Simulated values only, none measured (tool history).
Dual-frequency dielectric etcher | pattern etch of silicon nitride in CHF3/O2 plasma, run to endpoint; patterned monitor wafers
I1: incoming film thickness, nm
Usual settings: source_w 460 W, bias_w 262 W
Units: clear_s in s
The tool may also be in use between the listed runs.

run 1 hour=0.0 | source_w=530 bias_w=262 | I1=106.3 | clear_s=62.7
run 2 hour=17.7 | source_w=530 bias_w=262 | I1=106.7 | clear_s=63.2
run 3 hour=26.5 | source_w=540 bias_w=262 | I1=107.7 | clear_s=63.4
run 4 hour=43.5 | source_w=540 bias_w=262 | I1=106.3 | clear_s=62.5
run 5 hour=53.5 | source_w=460 bias_w=306 | I1=107.3 | clear_s=63.3
run 6 hour=66.2 | source_w=460 bias_w=306 | I1=107.7 | clear_s=64.3
run 7 hour=74.4 | source_w=460 bias_w=306 | I1=107.5 | clear_s=64.0
run 8 hour=82.4 | source_w=370 bias_w=262 | I1=107.5 | clear_s=73.8
run 9 hour=96.7 | source_w=370 bias_w=262 | I1=106.8 | clear_s=73.0
run 10 hour=114.4 | source_w=370 bias_w=262 | I1=105.5 | clear_s=73.2
run 11 hour=127.4 | source_w=460 bias_w=262 | I1=107.0 | clear_s=67.1
run 12 hour=138.4 | source_w=460 bias_w=262 | I1=107.0 | clear_s=67.5
-- hour=169.6 wet clean of the chamber
-- hour=171.0 upper electrode replaced
-- hour=171.3 source power generator calibrated
run 13 hour=171.8 | source_w=460 bias_w=262 | I1=106.3 | clear_s=65.7
run 14 hour=172.1 | source_w=460 bias_w=262 | I1=105.5 | clear_s=65.6
run 15 hour=173.4 | source_w=460 bias_w=262 | I1=106.8 | clear_s=65.8
run 16 hour=189.0 | source_w=400 bias_w=198 | I1=107.3 | clear_s=76.4
run 17 hour=197.8 | source_w=460 bias_w=262 | I1=106.4 | clear_s=66.2
-- hour=211.7 bias power generator calibrated
run 18 hour=213.2 | source_w=500 bias_w=287 | I1=107.2 | clear_s=62.3
run 19 hour=224.5 | source_w=460 bias_w=262 | I1=107.2 | clear_s=66.7
run 20 hour=235.7 | source_w=520 bias_w=317 | I1=107.0 | clear_s=59.2
run 21 hour=251.3 | source_w=420 bias_w=262 | I1=107.7 | clear_s=69.3
run 22 hour=268.5 | source_w=540 bias_w=201 | I1=106.9 | clear_s=68.1
run 23 hour=286.2 | source_w=580 bias_w=196 | I1=107.0 | clear_s=66.5
run 24 hour=296.3 | source_w=390 bias_w=222 | I1=106.2 | clear_s=75.3
run 25 hour=310.3 | source_w=550 bias_w=317 | I1=105.8 | clear_s=57.6
run 26 hour=327.6 | source_w=580 bias_w=313 | I1=106.3 | clear_s=56.7
run 27 hour=338.5 | source_w=460 bias_w=262 | I1=106.8 | clear_s=66.5
run 28 hour=355.5 | source_w=360 bias_w=202 | I1=106.5 | clear_s=80.5
run 29 hour=366.0 | source_w=460 bias_w=262 | I1=107.0 | clear_s=67.2
run 30 hour=416.9 | source_w=550 bias_w=318 | I1=106.5 | clear_s=58.5

Hidden state or all else? Some run-to-run changes of clear_s, split into what the settings, what came in and random variation would give without the hidden state, and what is left for the hidden state (with any gauge scatter that isn't in both results):
The hidden state here: etch rate over this chamber's usual, %; source power that arrives over what is set, %; bias power that arrives over what is set, %.
Run 7 -> 8: source_w 460 -> 370, bias_w 306 -> 262. clear_s +9.8 s: hidden state +0.2, all else +9.6.
Run 12 -> 13: wet clean of the chamber, upper electrode replaced, source power generator calibrated. clear_s -1.8 s: hidden state -1.1, all else -0.7.
Run 24 -> 25: source_w 390 -> 550, bias_w 222 -> 317. clear_s -17.7 s: hidden state -0.2, all else -17.5.
Run 27 -> 28: source_w 460 -> 360, bias_w 262 -> 202. clear_s +14.0 s: hidden state +0.3, all else +13.7.
Run 28 -> 29: source_w 360 -> 460, bias_w 202 -> 262. clear_s -13.3 s: hidden state -0.2, all else -13.1.

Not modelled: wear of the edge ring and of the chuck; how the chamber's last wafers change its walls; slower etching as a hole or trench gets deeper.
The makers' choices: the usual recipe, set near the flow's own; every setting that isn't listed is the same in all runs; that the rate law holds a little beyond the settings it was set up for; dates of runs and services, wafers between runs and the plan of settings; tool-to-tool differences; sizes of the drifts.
